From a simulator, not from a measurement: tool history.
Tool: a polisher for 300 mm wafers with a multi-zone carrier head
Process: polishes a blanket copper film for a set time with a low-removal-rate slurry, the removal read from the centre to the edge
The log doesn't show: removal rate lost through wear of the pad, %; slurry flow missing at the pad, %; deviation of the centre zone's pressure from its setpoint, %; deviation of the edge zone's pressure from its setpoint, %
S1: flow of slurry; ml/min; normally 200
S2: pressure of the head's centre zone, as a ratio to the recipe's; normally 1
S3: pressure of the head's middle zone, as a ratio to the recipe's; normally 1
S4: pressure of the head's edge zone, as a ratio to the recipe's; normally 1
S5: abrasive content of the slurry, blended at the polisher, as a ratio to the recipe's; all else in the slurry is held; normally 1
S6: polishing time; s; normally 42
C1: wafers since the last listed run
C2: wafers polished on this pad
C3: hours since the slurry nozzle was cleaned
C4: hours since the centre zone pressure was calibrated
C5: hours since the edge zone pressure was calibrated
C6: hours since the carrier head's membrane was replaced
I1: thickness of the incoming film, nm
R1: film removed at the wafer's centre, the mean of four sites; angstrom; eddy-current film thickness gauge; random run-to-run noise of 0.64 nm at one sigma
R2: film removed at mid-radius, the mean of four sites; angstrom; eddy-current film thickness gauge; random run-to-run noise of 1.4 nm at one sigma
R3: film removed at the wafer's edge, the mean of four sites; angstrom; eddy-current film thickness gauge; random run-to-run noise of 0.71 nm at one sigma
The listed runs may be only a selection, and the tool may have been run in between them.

run,hour,S1,S2,S3,S4,S5,S6,C1,C2,C3,C4,C5,C6,I1,R1,R2,R3
1,0,200,1,1,1,1,42,0,530,807,1004.6,195.4,2025.4,700.9,937,1080,1073
# hour 8.1: worn pad replaced by a new one
2,8.4,165,1,1,1,0.8,42,60,4,815.4,1013,203.8,2033.8,688.5,869,1000,1023
3,16.9,200,1,1,1,1,42,117,121,823.9,1021.5,212.3,2042.3,703.2,935,1051,1078
4,33.6,200,1,1,1,1,42,231,352,840.6,1038.2,229,2059,693.5,928,1031,1072
5,48.6,185,1,1,1,1,42,207,560,855.6,1053.2,244,2074,696.4,910,1020,1062
# hour 60.1: worn pad replaced by a new one
6,65.3,200,1,0.96,1,1,42,175,71,872.3,1069.9,260.7,2090.7,688.6,928,1006,1056
# hour 74.3: carrier head's membrane replaced by a new one
7,82.8,200,1,0.96,1,1,42,172,244,889.8,1087.4,278.2,8.5,690.3,905,992,1060
8,90.5,200,1,0.96,1,1,42,106,351,897.5,1095.1,285.9,16.2,688.8,900,1008,1052
9,100.4,200,1,0.96,1,1,42,136,488,907.4,1105,295.8,26.1,686.3,905,1005,1060
# hour 106.1: edge zone pressure recalibrated
10,106.5,200,1,1.04,1,0.85,52,56,545,913.5,1111.1,0.4,32.2,682.8,1093,1284,1289
# hour 111.9: worn pad replaced by a new one
11,113.3,170,1,1,1,1,42,38,18,920.3,1117.9,7.2,39,696,865,1005,1036
12,122.6,200,1.1,1,1,1.25,42,128,147,929.6,1127.2,16.5,48.3,691.4,1021,1069,1087
13,139.9,155,1,0.89,1,1,32,239,386,946.9,1144.5,33.8,65.6,684.7,638,657,773
# hour 146.3: slurry nozzle cleaned
14,156,200,1,1.04,1,1,32,208,595,9.7,1160.6,49.9,81.7,685,740,883,857
# hour 164.1: centre zone pressure recalibrated
# hour 170.1: worn pad replaced by a new one
15,208.6,220,1.04,1,1.08,1,50,644,533,62.3,44.5,102.5,134.3,693,1378,1336,1379
# hour 217.5: worn pad replaced by a new one
16,219.7,260,1,1,0.9,1,42,98,30,73.4,55.6,113.6,145.4,692.1,1137,1134,1084
17,225.9,200,1,1,0.92,1,42,85,116,79.6,61.8,119.8,151.6,696.7,1110,1118,1062

Below, each run's measurement less what the same run would have read without the hidden state. Both values contain the same run-to-run variation, but the gauge's scatter may not be the same in both:
run,R1,R2,R3
1,-188,-63,-46
2,-188,-69,-51
3,-195,-64,-48
4,-200,-67,-51
5,-208,-74,-55
6,-214,-73,-56
7,-215,-75,-59
8,-217,-78,-60
9,-224,-81,-62
10,-273,-106,-77
11,-234,-96,-70
12,-263,-93,-68
13,-189,-73,-60
14,-120,-7,-5
15,-30,-11,-8
16,-26,-8,-6
17,-28,-10,-7
